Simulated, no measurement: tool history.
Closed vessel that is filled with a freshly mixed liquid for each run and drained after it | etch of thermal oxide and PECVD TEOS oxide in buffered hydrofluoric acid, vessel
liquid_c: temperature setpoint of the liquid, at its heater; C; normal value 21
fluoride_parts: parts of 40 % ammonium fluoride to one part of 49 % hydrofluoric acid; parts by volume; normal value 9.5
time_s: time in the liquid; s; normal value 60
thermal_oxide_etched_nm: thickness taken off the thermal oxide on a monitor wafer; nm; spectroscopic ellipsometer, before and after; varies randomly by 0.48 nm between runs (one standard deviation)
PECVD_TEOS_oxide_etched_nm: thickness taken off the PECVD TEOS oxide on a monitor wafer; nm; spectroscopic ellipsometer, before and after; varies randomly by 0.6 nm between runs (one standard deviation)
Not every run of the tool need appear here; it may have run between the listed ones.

run	hour	liquid_c	fluoride_parts	time_s	wafers since the last listed run	hours since the thermometer was replaced	hours since the hydrofluoric acid flow meter was replaced	hours since the gauge calibration	read-back film thickness of the thermal oxide reference wafer, read on the same gauge (nm)	read-back film thickness of the PECVD TEOS oxide reference wafer, read on the same gauge (nm)	thermal_oxide_etched_nm	PECVD_TEOS_oxide_etched_nm
1	0.0	21	9.5	75	0	1150.8	1329.8	539.4	120.01	60.03	87.35	105.23
2	53.9	21	9.5	75	7923	1204.7	1383.7	593.3	120.02	60.01	88.40	103.21
3	107.7	21	9.5	75	7908	1258.5	1437.5	647.1	120.01	60.01	88.10	105.03
4	176.7	21	12.0	60	10143	1327.5	1506.5	716.1	119.99	60.02	59.51	70.11
5	219.7	21	12.0	60	6321	1370.5	1549.5	759.1	120.00	60.03	58.98	71.30
6	277.3	21	12.0	60	8467	1428.1	1607.1	816.7	120.00	60.03	58.92	71.16
7	342.2	17	9.5	60	9540	1493.0	1672.0	881.6	119.99	59.99	58.27	69.78
8	406.4	17	9.5	60	9437	1557.2	1736.2	945.8	120.02	59.96	58.94	70.43
9	446.9	17	9.5	60	5953	1597.7	1776.7	986.3	120.01	59.99	58.81	70.70
# hour 454.6: gauge calibrated
# hour 493.6: hydrofluoric acid flow meter replaced
10	511.2	21	9.5	60	9305	1662.0	17.6	56.6	120.01	59.97	68.52	82.10
11	547.7	21	9.5	60	5365	1698.5	54.1	93.1	120.00	60.01	68.02	82.25
12	608.1	21	9.5	50	8879	1758.9	114.5	153.5	119.97	59.99	56.61	68.93
# hour 672.4: thermometer replaced
13	672.9	17	6.5	95	9378	0.5	179.3	218.3	120.01	60.02	110.36	134.07
14	706.6	21	9.5	60	4954	34.2	213.0	252.0	119.98	60.02	61.46	73.18

Run 15 comes next. What will it give?
15	730.8	21	9.5	60	3557	58.4	237.2	276.2	?	?	?	?

For run 15 the tool returned read-back film thickness of the thermal oxide reference wafer, read on the same gauge (nm) 119.97, read-back film thickness of the PECVD TEOS oxide reference wafer, read on the same gauge (nm) 59.99, thermal_oxide_etched_nm 61.64 nm, PECVD_TEOS_oxide_etched_nm 73.34 nm.
Were there no unlogged condition in the tool, this run, its random variation unchanged, would have produced thermal_oxide_etched_nm 60.30 nm, PECVD_TEOS_oxide_etched_nm 71.75 nm.

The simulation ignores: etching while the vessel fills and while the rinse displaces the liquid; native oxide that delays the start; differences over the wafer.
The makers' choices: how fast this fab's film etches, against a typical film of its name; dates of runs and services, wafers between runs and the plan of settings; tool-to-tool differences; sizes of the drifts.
